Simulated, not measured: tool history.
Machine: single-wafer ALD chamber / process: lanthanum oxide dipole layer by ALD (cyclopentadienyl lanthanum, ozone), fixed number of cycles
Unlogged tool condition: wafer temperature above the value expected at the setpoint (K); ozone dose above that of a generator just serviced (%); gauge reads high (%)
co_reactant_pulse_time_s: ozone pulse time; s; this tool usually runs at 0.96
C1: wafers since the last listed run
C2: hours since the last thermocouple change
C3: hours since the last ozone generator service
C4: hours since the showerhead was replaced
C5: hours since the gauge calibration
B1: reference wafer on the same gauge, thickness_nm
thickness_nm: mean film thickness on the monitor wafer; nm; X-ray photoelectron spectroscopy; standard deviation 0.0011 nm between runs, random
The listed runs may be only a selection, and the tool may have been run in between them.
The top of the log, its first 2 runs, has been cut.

At hour 39.6: gauge calibrated.
Run 3, hour 48.7: usual settings but co_reactant_pulse_time_s 1.19 s; C1 221; C2 1008; C3 1357.1; C4 5743.8; C5 9.1; B1 0.545. Result: thickness_nm 0.493 nm.
Run 4, hour 124.3: usual settings but co_reactant_pulse_time_s 1.19 s; C1 816; C2 1083.6; C3 1432.7; C4 5819.4; C5 84.7; B1 0.545. Result: thickness_nm 0.494 nm.
At hour 135.1: thermocouple changed; heater temperature recalibrated.
Run 5, hour 152.3: usual settings but co_reactant_pulse_time_s 1.19 s; C1 215; C2 17.2; C3 1460.7; C4 5847.4; C5 112.7; B1 0.545. Result: thickness_nm 0.491 nm.
Run 6, hour 177.6: usual settings; C1 273; C2 42.5; C3 1486; C4 5872.7; C5 138; B1 0.545. Result: thickness_nm 0.454 nm.
Run 7, hour 219.9: usual settings; C1 456; C2 84.8; C3 1528.3; C4 5915; C5 180.3; B1 0.545. Result: thickness_nm 0.452 nm.
At hour 240.6: ozone generator serviced.
Run 8, hour 250.8: usual settings; C1 247; C2 115.7; C3 10.2; C4 5945.9; C5 211.2; B1 0.545. Result: thickness_nm 0.459 nm.
Run 9, hour 280.9: usual settings; C1 325; C2 145.8; C3 40.3; C4 5976; C5 241.3; B1 0.546. Result: thickness_nm 0.457 nm.
Run 10, hour 312.7: usual settings; C1 343; C2 177.6; C3 72.1; C4 6007.8; C5 273.1; B1 0.545. Result: thickness_nm 0.46 nm.
Run 11, hour 335.2: usual settings but co_reactant_pulse_time_s 1.08 s; C1 242; C2 200.1; C3 94.6; C4 6030.3; C5 295.6; B1 0.545. Result: thickness_nm 0.482 nm.
Run 12, hour 369.9: usual settings; C1 374; C2 234.8; C3 129.3; C4 6065; C5 330.3; B1 0.545. Result: thickness_nm 0.456 nm.
Run 13, hour 391.4: usual settings; C1 232; C2 256.3; C3 150.8; C4 6086.5; C5 351.8; B1 0.545. Result: thickness_nm 0.457 nm.
Run 14, hour 407: usual settings but co_reactant_pulse_time_s 1.25 s; C1 168; C2 271.9; C3 166.4; C4 6102.1; C5 367.4; B1 0.545. Result: thickness_nm 0.502 nm.
Run 15, hour 422.6: usual settings but co_reactant_pulse_time_s 0.6 s; C1 168; C2 287.5; C3 182; C4 6117.7; C5 383; B1 0.546. Result: thickness_nm 0.315 nm.
Run 16, hour 453.8: usual settings but co_reactant_pulse_time_s 0.76 s; C1 336; C2 318.7; C3 213.2; C4 6148.9; C5 414.2; B1 0.545. Result: thickness_nm 0.396 nm.
Run 17, hour 474.9: usual settings but co_reactant_pulse_time_s 1.18 s; C1 227; C2 339.8; C3 234.3; C4 6170; C5 435.3; B1 0.545. Result: thickness_nm 0.494 nm.
Run 18, hour 492.8: usual settings but co_reactant_pulse_time_s 1.07 s; C1 193; C2 357.7; C3 252.2; C4 6187.9; C5 453.2; B1 0.545. Result: thickness_nm 0.48 nm.
Run 19, hour 515.9: usual settings but co_reactant_pulse_time_s 0.68 s; C1 249; C2 380.8; C3 275.3; C4 6211; C5 476.3; B1 0.545. Result: thickness_nm 0.361 nm.
Run 20, hour 528.4: usual settings but co_reactant_pulse_time_s 1.1 s; C1 134; C2 393.3; C3 287.8; C4 6223.5; C5 488.8; B1 0.545. Result: thickness_nm 0.483 nm.
Run 21, hour 548.1: usual settings but co_reactant_pulse_time_s 1.1 s; C1 212; C2 413; C3 307.5; C4 6243.2; C5 508.5; B1 0.545. Result: thickness_nm 0.484 nm.
At hour 573.3: showerhead replaced.
Run 22, hour 574.4: usual settings but co_reactant_pulse_time_s 0.81 s; C1 197; C2 439.3; C3 333.8; C4 1.1; C5 534.8; B1 0.545. Result: thickness_nm 0.416 nm.
Run 23, hour 587.1: usual settings but co_reactant_pulse_time_s 0.85 s; C1 137; C2 452; C3 346.5; C4 13.8; C5 547.5; B1 0.545. Result: thickness_nm 0.429 nm.
Run 24, hour 600.7: usual settings but co_reactant_pulse_time_s 1.16 s; C1 146; C2 465.6; C3 360.1; C4 27.4; C5 561.1; B1 0.545. Result: thickness_nm 0.493 nm.
Run 25, hour 628.3: usual settings but co_reactant_pulse_time_s 0.78 s; C1 298; C2 493.2; C3 387.7; C4 55; C5 588.7; B1 0.545. Result: thickness_nm 0.405 nm.
Run 26, hour 661.9: usual settings but co_reactant_pulse_time_s 1.14 s; C1 362; C2 526.8; C3 421.3; C4 88.6; C5 622.3; B1 0.545. Result: thickness_nm 0.49 nm.
Run 27, hour 682.7: usual settings; C1 224; C2 547.6; C3 442.1; C4 109.4; C5 643.1; B1 0.546. Result: thickness_nm 0.456 nm.

Run 28 comes next. What will it give?
Run 28, hour 701.6: usual settings but co_reactant_pulse_time_s 1.31 s; C1 204; C2 566.5; C3 461; C4 128.3; C5 662; B1 ?. Result: thickness_nm ?.

Run 28 gave B1 0.545, thickness_nm 0.505 nm.
With no hidden state in the tool, this same run would have given thickness_nm 0.505 nm.
